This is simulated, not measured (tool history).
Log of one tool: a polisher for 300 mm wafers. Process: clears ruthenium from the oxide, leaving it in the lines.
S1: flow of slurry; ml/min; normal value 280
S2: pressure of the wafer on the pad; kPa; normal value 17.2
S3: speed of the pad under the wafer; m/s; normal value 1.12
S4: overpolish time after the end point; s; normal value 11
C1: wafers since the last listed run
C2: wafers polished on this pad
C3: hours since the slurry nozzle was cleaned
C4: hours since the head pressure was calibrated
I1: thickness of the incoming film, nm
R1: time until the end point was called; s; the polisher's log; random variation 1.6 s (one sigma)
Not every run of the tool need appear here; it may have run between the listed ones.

| run | hour | S1 | S2 | S3 | S4 | C1 | C2 | C3 | C4 | I1 | R1 |
|---|---|---|---|---|---|---|---|---|---|---|---|
| 1 | 0.0 | 280 | 17.2 | 1.12 | 11 | 0 | 341 | 522.7 | 645.8 | 122.3 | 98.4 |
| 2 | 101.6 | 280 | 17.2 | 1.12 | 11 | 1172 | 1514 | 624.3 | 747.4 | 121.4 | 101.5 |
|  | 108.1 | slurry nozzle cleaned |
| 3 | 176.6 | 280 | 17.2 | 1.12 | 11 | 854 | 2368 | 68.5 | 822.4 | 121.0 | 101.4 |
| 4 | 229.4 | 280 | 17.2 | 1.12 | 11 | 609 | 2977 | 121.3 | 875.2 | 120.9 | 101.9 |
|  | 258.1 | worn pad replaced by a new one |
| 5 | 412.6 | 280 | 17.2 | 1.12 | 11 | 2068 | 1782 | 304.5 | 1058.4 | 120.1 | 104.4 |
| 6 | 466.5 | 280 | 17.2 | 1.12 | 11 | 622 | 2405 | 358.4 | 1112.3 | 120.9 | 107.0 |
|  | 510.7 | worn pad replaced by a new one |
| 7 | 534.2 | 280 | 17.2 | 1.12 | 11 | 735 | 270 | 426.1 | 1180.0 | 118.8 | 106.0 |
|  | 574.6 | head pressure recalibrated |
| 8 | 592.8 | 280 | 17.2 | 1.12 | 11 | 653 | 924 | 484.7 | 18.2 | 120.5 | 95.3 |
|  | 615.3 | slurry nozzle cleaned |
| 9 | 645.3 | 280 | 17.2 | 1.12 | 11 | 594 | 1518 | 30.0 | 70.7 | 121.3 | 95.8 |
| 10 | 691.0 | 230 | 17.2 | 1.12 | 11 | 527 | 2045 | 75.7 | 116.4 | 120.4 | 96.9 |
| 11 | 759.6 | 355 | 14.5 | 0.74 | 17 | 791 | 2837 | 144.3 | 185.0 | 118.3 | 140.5 |
|  | 795.9 | worn pad replaced by a new one |
| 12 | 815.8 | 280 | 17.2 | 1.12 | 9 | 602 | 229 | 200.5 | 241.2 | 119.1 | 92.7 |
| 13 | 877.5 | 195 | 14.5 | 0.88 | 8 | 712 | 941 | 262.2 | 302.9 | 118.2 | 134.6 |
| 14 | 963.2 | 210 | 13.1 | 1.38 | 4 | 989 | 1930 | 347.9 | 388.6 | 120.9 | 109.4 |
| 15 | 1007.1 | 280 | 17.2 | 1.12 | 11 | 506 | 2437 | 391.8 | 432.5 | 118.0 | 96.4 |
| 16 | 1052.6 | 280 | 17.2 | 1.52 | 16 | 525 | 2962 | 437.3 | 478.0 | 120.2 | 79.3 |
|  | 1078.6 | worn pad replaced by a new one |
| 17 | 1152.3 | 315 | 17.2 | 1.12 | 14 | 1104 | 851 | 537.0 | 577.7 | 119.8 | 98.7 |
|  | 1176.8 | slurry nozzle cleaned |
| 18 | 1239.7 | 280 | 17.2 | 1.12 | 11 | 997 | 1848 | 62.9 | 665.1 | 119.5 | 100.7 |
| 19 | 1300.1 | 190 | 11.7 | 1.12 | 9 | 697 | 2545 | 123.3 | 725.5 | 120.6 | 147.7 |
| 20 | 1352.8 | 225 | 17.2 | 1.12 | 6 | 608 | 3153 | 176.0 | 778.2 | 118.2 | 106.1 |
|  | 1370.1 | worn pad replaced by a new one |
| 21 | 1422.3 | 280 | 13.1 | 1.12 | 11 | 755 | 601 | 245.5 | 847.7 | 117.9 | 128.5 |

List, for all runs, the conditions of the tool that the log does not record:
removal rate lost through wear of the pad, %: 0 at every run
slurry flow missing at the pad, %: 0 at every run
H1: deviation of the head's pressure from its setpoint, %
| run | H1 |
|---|---|
| 1 | -3.66 |
| 2 | -5 |
| 3 | -6.12 |
| 4 | -6.97 |
| 5 | -10.3 |
| 6 | -11.5 |
| 7 | -12.9 |
| 8 | -0.588 |
| 9 | -0.632 |
| 10 | -0.713 |
| 11 | -0.91 |
| 12 | -1.14 |
| 13 | -1.46 |
| 14 | -2.02 |
| 15 | -2.36 |
| 16 | -2.75 |
| 17 | -3.75 |
| 18 | -4.79 |
| 19 | -5.58 |
| 20 | -6.34 |
| 21 | -7.41 |
